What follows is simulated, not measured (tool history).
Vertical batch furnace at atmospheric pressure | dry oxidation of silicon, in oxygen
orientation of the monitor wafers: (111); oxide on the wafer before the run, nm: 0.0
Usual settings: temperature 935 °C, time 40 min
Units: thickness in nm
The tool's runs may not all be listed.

| run | hour | temperature | time | wafers since the last listed run | hours since the last temperature calibration | hours since the boat lift was adjusted | hours since the gauge calibration | read-back reference wafer on the same gauge, thickness | thickness |
|---|---|---|---|---|---|---|---|---|---|
| 1 | 0 | 929 | 40 | 0 | 1250 | 3201.1 | 415 | 32.31 | 27.19 |
| 2 | 44 | 929 | 40 | 389 | 1294 | 3245.1 | 459 | 32.31 | 27.26 |
| 3 | 361.7 | 929 | 40 | 2813 | 1611.7 | 3562.8 | 776.7 | 32.14 | 27.25 |
| 4 | 412.9 | 935 | 40 | 453 | 1662.9 | 3614 | 827.9 | 32.12 | 28.75 |
| 5 | 718.4 | 935 | 40 | 2705 | 1968.4 | 3919.5 | 1133.4 | 31.95 | 28.42 |
| 6 | 779.2 | 935 | 40 | 538 | 2029.2 | 3980.3 | 1194.2 | 31.93 | 28.31 |
| 7 | 881.3 | 955 | 40 | 904 | 2131.3 | 4082.4 | 1296.3 | 31.88 | 33.8 |
| 8 | 937.7 | 941 | 40 | 499 | 2187.7 | 4138.8 | 1352.7 | 31.85 | 29.9 |
| 9 | 1007.5 | 935 | 40 | 618 | 2257.5 | 4208.6 | 1422.5 | 31.81 | 28.5 |
| 10 | 1120.4 | 935 | 40 | 999 | 2370.4 | 4321.5 | 1535.4 | 31.74 | 28.19 |
| 11 | 1196.6 | 935 | 47 | 674 | 2446.6 | 4397.7 | 1611.6 | 31.72 | 31.35 |
|  | 1250.1 | boat lift adjusted |
| 12 | 1250.6 | 935 | 47 | 265 | 2500.6 | 0.5 | 1665.6 | 31.66 | 31.46 |
| 13 | 1334.6 | 935 | 40 | 743 | 2584.6 | 84.5 | 1749.6 | 31.67 | 28.12 |
|  | 1388.7 | gauge calibrated |
| 14 | 1439.9 | 935 | 40 | 932 | 2689.9 | 189.8 | 51.2 | 32.49 | 28.91 |
| 15 | 1478.2 | 935 | 40 | 339 | 2728.2 | 228.1 | 89.5 | 32.48 | 29 |
| 16 | 1517 | 935 | 25 | 343 | 2767 | 266.9 | 128.3 | 32.46 | 20.99 |
| 17 | 1574 | 935 | 25 | 504 | 2824 | 323.9 | 185.3 | 32.42 | 20.85 |
| 18 | 1614.7 | 935 | 40 | 360 | 2864.7 | 364.6 | 226 | 32.42 | 28.93 |
| 19 | 1662.4 | 928 | 56 | 422 | 2912.4 | 412.3 | 273.7 | 32.39 | 34.17 |
| 20 | 1713.9 | 949 | 54.5 | 456 | 2963.9 | 463.8 | 325.2 | 32.34 | 40.05 |
| 21 | 1766.6 | 935 | 49 | 466 | 3016.6 | 516.5 | 377.9 | 32.33 | 33.04 |
|  | 1871.4 | thermocouples replaced and temperature profile calibrated |
| 22 | 1871.9 | 935 | 40 | 719 | 0.5 | 621.8 | 483.2 | 32.27 | 28.77 |
| 23 | 1939.4 | 935 | 40 | 597 | 68 | 689.3 | 550.7 | 32.27 | 28.66 |
| 24 | 1980 | 951 | 27 | 359 | 108.6 | 729.9 | 591.3 | 32.25 | 25.16 |
| 25 | 2067.8 | 953 | 40 | 777 | 196.4 | 817.7 | 679.1 | 32.15 | 33.23 |
| 26 | 2146 | 957 | 28.5 | 692 | 274.6 | 895.9 | 757.3 | 32.12 | 27.36 |
| 27 | 2212.8 | 910 | 23.5 | 591 | 341.4 | 962.7 | 824.1 | 32.1 | 15.55 |

Forecast run 28:
| 28 | 2273.2 | 935 | 40 | 534 | 401.8 | 1023.1 | 884.5 | ? | ? |

Run 28 gave read-back reference wafer on the same gauge, thickness 32.02, thickness 28.66 nm.
Without the tool's hidden state the same run would have given thickness 29.05 nm.
